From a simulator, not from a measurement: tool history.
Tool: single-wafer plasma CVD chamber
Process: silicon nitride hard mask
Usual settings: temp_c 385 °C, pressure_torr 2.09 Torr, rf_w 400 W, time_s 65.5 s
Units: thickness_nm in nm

| run | hour | temp_c | pressure_torr | rf_w | time_s | read-back reference wafer on the same gauge, thickness_nm | thickness_nm |
|---|---|---|---|---|---|---|---|
| 1 | 0 | 385 | 2.42 | 400 | 65.5 | 100.075 | 103.399 |
| 2 | 26.6 | 385 | 2.09 | 400 | 65.5 | 99.805 | 100.434 |
| 3 | 42.2 | 385 | 2.09 | 375 | 65.5 | 100.19 | 97.279 |
| 4 | 59.6 | 385 | 2.09 | 375 | 65.5 | 100.065 | 97.611 |
| 5 | 88.1 | 385 | 1.94 | 400 | 65.5 | 100.066 | 98.092 |
| 6 | 108.6 | 397 | 1.86 | 400 | 65.5 | 99.963 | 97.482 |
| 7 | 126.7 | 397 | 1.86 | 400 | 65.5 | 99.953 | 97.517 |
| 8 | 139.5 | 397 | 1.86 | 400 | 65.5 | 100.068 | 97.214 |
| 9 | 158.2 | 385 | 2.09 | 400 | 65.5 | 99.824 | 100.141 |
| 10 | 175.3 | 385 | 2.09 | 400 | 65.5 | 100.038 | 100.241 |
| 11 | 217.7 | 385 | 2.09 | 400 | 65.5 | 100.04 | 99.953 |
|  | 235.5 | RF generator calibrated |
| 12 | 238.8 | 393 | 2.09 | 400 | 65.5 | 100.054 | 97.589 |
|  | 276.3 | gauge calibrated |
|  | 283.9 | showerhead replaced |
| 13 | 333.5 | 393 | 2.09 | 400 | 65.5 | 100.059 | 97.558 |
|  | 349.6 | thermocouple changed; heater temperature recalibrated |
| 14 | 350.1 | 385 | 2.09 | 400 | 65.5 | 99.996 | 98.074 |
| 15 | 363.2 | 385 | 2.09 | 400 | 65.5 | 99.973 | 97.661 |
|  | 399.8 | capacitance manometer re-zeroed and calibrated |
| 16 | 412.9 | 396 | 2.28 | 400 | 53.6 | 99.979 | 80.956 |
|  | 436.1 | RF generator calibrated, repeated, since the last time left the tool worse |
| 17 | 462.2 | 385 | 2.09 | 400 | 65.5 | 99.889 | 102.833 |
| 18 | 488.8 | 385 | 2.09 | 345 | 65.5 | 100.158 | 95.812 |
| 19 | 520.9 | 392 | 2.09 | 400 | 55.4 | 99.911 | 86.444 |
| 20 | 576.4 | 377 | 2.41 | 400 | 65.5 | 99.997 | 106.923 |
| 21 | 595.4 | 393 | 1.63 | 320 | 65.5 | 100.017 | 86.706 |
| 22 | 617 | 385 | 2.09 | 400 | 65.5 | 99.922 | 102.859 |
| 23 | 646.7 | 385 | 2.24 | 400 | 65.5 | 99.949 | 104.104 |
| 24 | 677 | 374 | 1.92 | 465 | 54.9 | 99.805 | 91.898 |
| 25 | 697.3 | 385 | 2.09 | 400 | 65.5 | 99.956 | 102.429 |
|  | 716.6 | gauge calibrated |
| 26 | 751 | 397 | 2.31 | 465 | 58 | 99.879 | 99.837 |
| 27 | 766.8 | 385 | 2.28 | 380 | 65.5 | 100.097 | 102.116 |
| 28 | 799.9 | 385 | 2.09 | 400 | 77.3 | 100.175 | 120.942 |

Forecast each of these 4 alternatives for the next run:
| A | 800.3 | 385 | 2.09 | 400 | 65.5 | ? | ? |
| B | 800.3 | 394 | 1.57 | 320 | 65.5 | ? | ? |
| C | 800.3 | 385 | 1.61 | 400 | 65.5 | ? | ? |
| D | 800.3 | 377 | 1.76 | 325 | 65.5 | ? | ? |

| run | read-back reference wafer on the same gauge, thickness_nm | thickness_nm |
|---|---|---|
| A | 100.027 | 102.901 |
| B | 100.027 | 86.152 |
| C | 100.027 | 97.149 |
| D | 100.027 | 89.751 |
Without the tool's hidden state the same runs would have given:
| run | thickness_nm |
|---|---|
| A | 103.408 |
| B | 86.61 |
| C | 97.627 |
| D | 90.228 |

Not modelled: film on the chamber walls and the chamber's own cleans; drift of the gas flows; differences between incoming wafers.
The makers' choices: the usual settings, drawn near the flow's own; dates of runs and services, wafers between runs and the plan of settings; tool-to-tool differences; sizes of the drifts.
